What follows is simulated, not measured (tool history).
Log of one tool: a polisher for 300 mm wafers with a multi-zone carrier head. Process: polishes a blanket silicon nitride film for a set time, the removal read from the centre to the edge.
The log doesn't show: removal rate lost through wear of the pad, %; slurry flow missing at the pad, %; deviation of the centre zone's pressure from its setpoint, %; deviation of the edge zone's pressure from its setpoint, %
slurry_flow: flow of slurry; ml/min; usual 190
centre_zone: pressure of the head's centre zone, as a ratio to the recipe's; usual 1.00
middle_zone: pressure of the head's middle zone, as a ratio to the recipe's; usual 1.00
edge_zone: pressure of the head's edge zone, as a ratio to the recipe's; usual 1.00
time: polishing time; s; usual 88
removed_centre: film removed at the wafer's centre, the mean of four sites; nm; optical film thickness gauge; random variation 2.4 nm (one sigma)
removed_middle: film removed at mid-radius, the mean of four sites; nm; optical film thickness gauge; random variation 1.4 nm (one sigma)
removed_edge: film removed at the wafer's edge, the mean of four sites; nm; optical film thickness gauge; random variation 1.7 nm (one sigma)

run   hour  slurry_flow  centre_zone  middle_zone  edge_zone  time  wafers since the last listed run  wafers polished on this pad  hours since the slurry nozzle was cleaned  hours since the centre zone pressure was calibrated  hours since the edge zone pressure was calibrated  hours since the carrier head's membrane was replaced  incoming thickness of the incoming film, nm  removed_centre  removed_middle  removed_edge
  1    0.0          190         1.00         1.00       1.00    88                                 0                          494                                      700.7                                                316.3                                             1130.7                                                1868.8                                        474.8           160.7           172.1         171.8
  2   17.3          190         1.00         1.00       1.00    88                               184                          679                                      718.0                                                333.6                                             1148.0                                                1886.1                                        485.8           159.1           170.9         167.0
  3   30.7          190         1.00         1.00       1.00    88                               142                          822                                      731.4                                                347.0                                             1161.4                                                1899.5                                        489.8           160.1           171.7         171.5
  4   47.3          190         1.00         1.00       1.00    88                               177                          999                                      748.0                                                363.6                                             1178.0                                                1916.1                                        481.1           159.3           171.2         168.5
      52.9  -- worn pad replaced by a new one
  5   58.7          190         1.00         1.00       1.00    88                                78                           62                                      759.4                                                375.0                                             1189.4                                                1927.5                                        491.0           155.8           172.6         171.4
  6   75.4          190         1.00         1.00       1.00    88                               178                          240                                      776.1                                                391.7                                             1206.1                                                1944.2                                        481.5           158.6           170.3         170.9
  7   82.2          190         1.00         1.00       0.93    88                                72                          312                                      782.9                                                398.5                                             1212.9                                                1951.0                                        488.2           161.6           170.0         164.6
  8   99.1          190         1.00         1.00       0.89    88                               180                          493                                      799.8                                                415.4                                             1229.8                                                1967.9                                        485.5           155.0           171.1         159.2
     109.2  -- slurry nozzle cleaned
  9  112.8          190         1.00         1.00       1.00    88                               135                          628                                        3.6                                                429.1                                             1243.5                                                1981.6                                        479.0           161.2           171.1         171.5
 10  129.8          230         1.00         1.00       1.00    88                               181                          810                                       20.6                                                446.1                                             1260.5                                                1998.6                                        482.7           161.4           176.4         173.8
     134.6  -- edge zone pressure recalibrated
     135.8  -- centre zone pressure recalibrated
     136.1  -- carrier head's membrane replaced by a new one
     155.0  -- worn pad replaced by a new one
 11  165.7          190         1.00         1.00       1.00    88                               303                          113                                       56.5                                                 29.9                                               31.1                                                  29.6                                        480.8           171.6           171.1         168.5
 12  178.0          190         1.00         1.03       1.00   100                               131                          244                                       68.8                                                 42.2                                               43.4                                                  41.9                                        474.0           193.3           197.9         196.9
 13  192.0          190         1.00         1.00       1.00    88                               149                          394                                       82.8                                                 56.2                                               57.4                                                  55.9                                        483.4           168.3           171.8         167.8
 14  199.7          190         0.96         0.96       1.00    88                                82                          476                                       90.5                                                 63.9                                               65.1                                                  63.6                                        471.8           163.2           168.6         169.8
 15  210.9          230         1.00         1.00       1.00    88                               119                          595                                      101.7                                                 75.1                                               76.3                                                  74.8                                        479.8           175.5           176.9         174.4
 16  224.3          250         1.09         1.00       1.00    88                               142                          738                                      115.1                                                 88.5                                               89.7                                                  88.2                                        481.2           187.0           178.1         172.0
     233.7  -- worn pad replaced by a new one
 17  237.5          190         0.92         0.91       1.00    88                                98                           40                                      128.3                                                101.7                                              102.9                                                 101.4                                        480.0           149.7           162.6         169.6
 18  246.9          210         1.00         1.00       1.10   112                               100                          140                                      137.7                                                111.1                                              112.3                                                 110.8                                        478.9           211.8           218.6         229.5
 19  262.4          190         1.00         1.00       1.00    88                               165                          305                                      153.2                                                126.6                                              127.8                                                 126.3                                        486.9           167.8           169.0         169.7
 20  273.4          190         1.00         1.00       1.00   103                               117                          423                                      164.2                                                137.6                                              138.8                                                 137.3                                        471.8           193.6           200.6         200.4
     317.0  -- worn pad replaced by a new one
 21  326.6          140         0.89         1.00       0.90    77                               524                          102                                      217.4                                                190.8                                              192.0                                                 190.5                                        473.2           119.0           141.7         136.0
 22  338.9          140         1.00         1.00       1.00    88                               131                          233                                      229.7                                                203.1                                              204.3                                                 202.8                                        482.0           149.6           163.2         164.6

Forecast each of these 4 alternatives for the next run:
  A  339.4          190         0.89         1.00       1.00    88                                 5                          238                                      230.2                                                203.6                                              204.8                                                 203.3                                        490.9               ?               ?             ?
  B  339.4          190         1.00         0.91       1.00    88                                 5                          238                                      230.2                                                203.6                                              204.8                                                 203.3                                        490.9               ?               ?             ?
  C  339.4          140         0.90         1.00       1.00    88                                 5                          238                                      230.2                                                203.6                                              204.8                                                 203.3                                        490.9               ?               ?             ?
  D  339.4          215         1.00         1.00       1.07    75                                 5                          238                                      230.2                                                203.6                                              204.8                                                 203.3                                        490.9               ?               ?             ?

run  removed_centre  removed_middle  removed_edge
  A           144.7           171.9         171.8
  B           162.7           160.4         172.0
  C           136.6           161.7         164.4
  D           141.8           149.2         153.5
Without the tool's hidden state the same runs would have given:
run  removed_centre  removed_middle  removed_edge
  A           150.6           171.9         171.8
  B           169.3           160.4         172.0
  C           142.2           161.7         164.4
  D           147.5           149.2         153.5

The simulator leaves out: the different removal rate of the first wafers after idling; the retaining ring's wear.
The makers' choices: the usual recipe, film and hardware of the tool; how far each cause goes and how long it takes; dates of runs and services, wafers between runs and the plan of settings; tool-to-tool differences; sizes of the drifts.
